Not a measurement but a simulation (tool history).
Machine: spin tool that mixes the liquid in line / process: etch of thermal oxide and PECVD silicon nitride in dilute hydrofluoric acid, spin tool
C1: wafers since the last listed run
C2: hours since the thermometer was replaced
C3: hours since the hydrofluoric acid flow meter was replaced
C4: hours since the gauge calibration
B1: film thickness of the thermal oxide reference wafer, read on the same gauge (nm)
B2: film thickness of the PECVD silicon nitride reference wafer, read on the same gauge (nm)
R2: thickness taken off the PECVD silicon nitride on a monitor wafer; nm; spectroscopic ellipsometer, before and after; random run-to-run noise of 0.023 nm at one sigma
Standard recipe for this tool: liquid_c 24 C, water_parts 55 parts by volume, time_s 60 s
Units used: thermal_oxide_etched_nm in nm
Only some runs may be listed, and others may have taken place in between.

Run 1, hour 0: usual settings but water_parts 40 parts by volume; C1 0; C2 436.1; C3 1180.2; C4 47; B1 140.04; B2 40.015. Result: thermal_oxide_etched_nm 8.78 nm, R2 3.705 nm.
Run 2, hour 13.7: usual settings but water_parts 40 parts by volume; C1 203; C2 449.8; C3 1193.9; C4 60.7; B1 139.99; B2 40.022. Result: thermal_oxide_etched_nm 8.72 nm, R2 3.757 nm.
Run 3, hour 29.1: usual settings but water_parts 65 parts by volume; C1 228; C2 465.2; C3 1209.3; C4 76.1; B1 140.01; B2 39.978. Result: thermal_oxide_etched_nm 5.29 nm, R2 2.349 nm.
Run 4, hour 37.7: usual settings but water_parts 65 parts by volume; C1 127; C2 473.8; C3 1217.9; C4 84.7; B1 139.96; B2 39.986. Result: thermal_oxide_etched_nm 5.24 nm, R2 2.4 nm.
Run 5, hour 50: usual settings but time_s 75 s; C1 182; C2 486.1; C3 1230.2; C4 97; B1 139.95; B2 40.001. Result: thermal_oxide_etched_nm 7.88 nm, R2 3.498 nm.
Run 6, hour 59.4: usual settings but time_s 75 s; C1 139; C2 495.5; C3 1239.6; C4 106.4; B1 139.95; B2 40.004. Result: thermal_oxide_etched_nm 7.86 nm, R2 3.46 nm.
At hour 73.9: hydrofluoric acid flow meter replaced.
Run 7, hour 76.2: usual settings but time_s 75 s; C1 234; C2 512.3; C3 2.3; C4 123.2; B1 139.99; B2 40.014. Result: thermal_oxide_etched_nm 7.08 nm, R2 3.172 nm.
At hour 87: thermometer replaced.
Run 8, hour 87.3: usual settings but water_parts 65 parts by volume, time_s 70 s; C1 149; C2 0.3; C3 13.4; C4 134.3; B1 139.95; B2 40.035. Result: thermal_oxide_etched_nm 5.46 nm, R2 2.498 nm.
Run 9, hour 101.1: usual settings; C1 204; C2 14.1; C3 27.2; C4 148.1; B1 139.99; B2 39.978. Result: thermal_oxide_etched_nm 5.61 nm, R2 2.539 nm.
Run 10, hour 118.2: usual settings; C1 253; C2 31.2; C3 44.3; C4 165.2; B1 140; B2 40.009. Result: thermal_oxide_etched_nm 5.67 nm, R2 2.529 nm.
At hour 135.1: gauge calibrated.
Run 11, hour 135.7: usual settings but liquid_c 28 C, water_parts 45 parts by volume; C1 259; C2 48.7; C3 61.8; C4 0.6; B1 140; B2 40.001. Result: thermal_oxide_etched_nm 8.24 nm, R2 4.04 nm.
Run 12, hour 145.2: usual settings but liquid_c 20 C, water_parts 65 parts by volume; C1 140; C2 58.2; C3 71.3; C4 10.1; B1 140.01; B2 40.025. Result: thermal_oxide_etched_nm 4.04 nm, R2 1.637 nm.
Run 13, hour 158.8: usual settings but water_parts 75 parts by volume; C1 201; C2 71.8; C3 84.9; C4 23.7; B1 140.02; B2 40.026. Result: thermal_oxide_etched_nm 4.11 nm, R2 1.838 nm.
Run 14, hour 166.9: usual settings but liquid_c 29 C, water_parts 35 parts by volume; C1 120; C2 79.9; C3 93; C4 31.8; B1 139.97; B2 39.994. Result: thermal_oxide_etched_nm 11.23 nm, R2 5.403 nm.
Run 15, hour 183.3: usual settings but liquid_c 22 C, water_parts 40 parts by volume, time_s 70 s; C1 243; C2 96.3; C3 109.4; C4 48.2; B1 139.98; B2 39.999. Result: thermal_oxide_etched_nm 8.65 nm, R2 3.59 nm.

Alternative continuations, all from the tool just after run 15; predict every row:
Run A, hour 183.7: usual settings but liquid_c 22.5 C; C1 5; C2 96.7; C3 109.8; C4 48.6; B1 ?; B2 ?. Result: thermal_oxide_etched_nm ?, R2 ?.
Run B, hour 183.7: usual settings but liquid_c 22.5 C, water_parts 35 parts by volume, time_s 35 s; C1 5; C2 96.7; C3 109.8; C4 48.6; B1 ?; B2 ?. Result: thermal_oxide_etched_nm ?, R2 ?.
Run C, hour 183.7: usual settings but liquid_c 20 C, water_parts 35 parts by volume, time_s 95 s; C1 5; C2 96.7; C3 109.8; C4 48.6; B1 ?; B2 ?. Result: thermal_oxide_etched_nm ?, R2 ?.
Run D, hour 183.7: usual settings but water_parts 40 parts by volume, time_s 90 s; C1 5; C2 96.7; C3 109.8; C4 48.6; B1 ?; B2 ?. Result: thermal_oxide_etched_nm ?, R2 ?.
Run E, hour 183.7: usual settings but liquid_c 26 C, water_parts 40 parts by volume, time_s 75 s; C1 5; C2 96.7; C3 109.8; C4 48.6; B1 ?; B2 ?. Result: thermal_oxide_etched_nm ?, R2 ?.

run      B1      B2  thermal_oxide_etched_nm     R2
  A  140.03  40.024                     5.37  2.301
  B  140.03  40.024                     5.05  2.083
  C  140.03  40.024                    12.32  4.755
  D  140.03  40.024                    12.01  5.213
  E  140.03  40.024                    10.87  4.971
Without the tool's unlogged condition, the same runs would have read:
run  thermal_oxide_etched_nm     R2
  A                     5.19  2.229
  B                     4.88  2.019
  C                    11.91  4.608
  D                    11.61  5.051
  E                    10.51  4.815
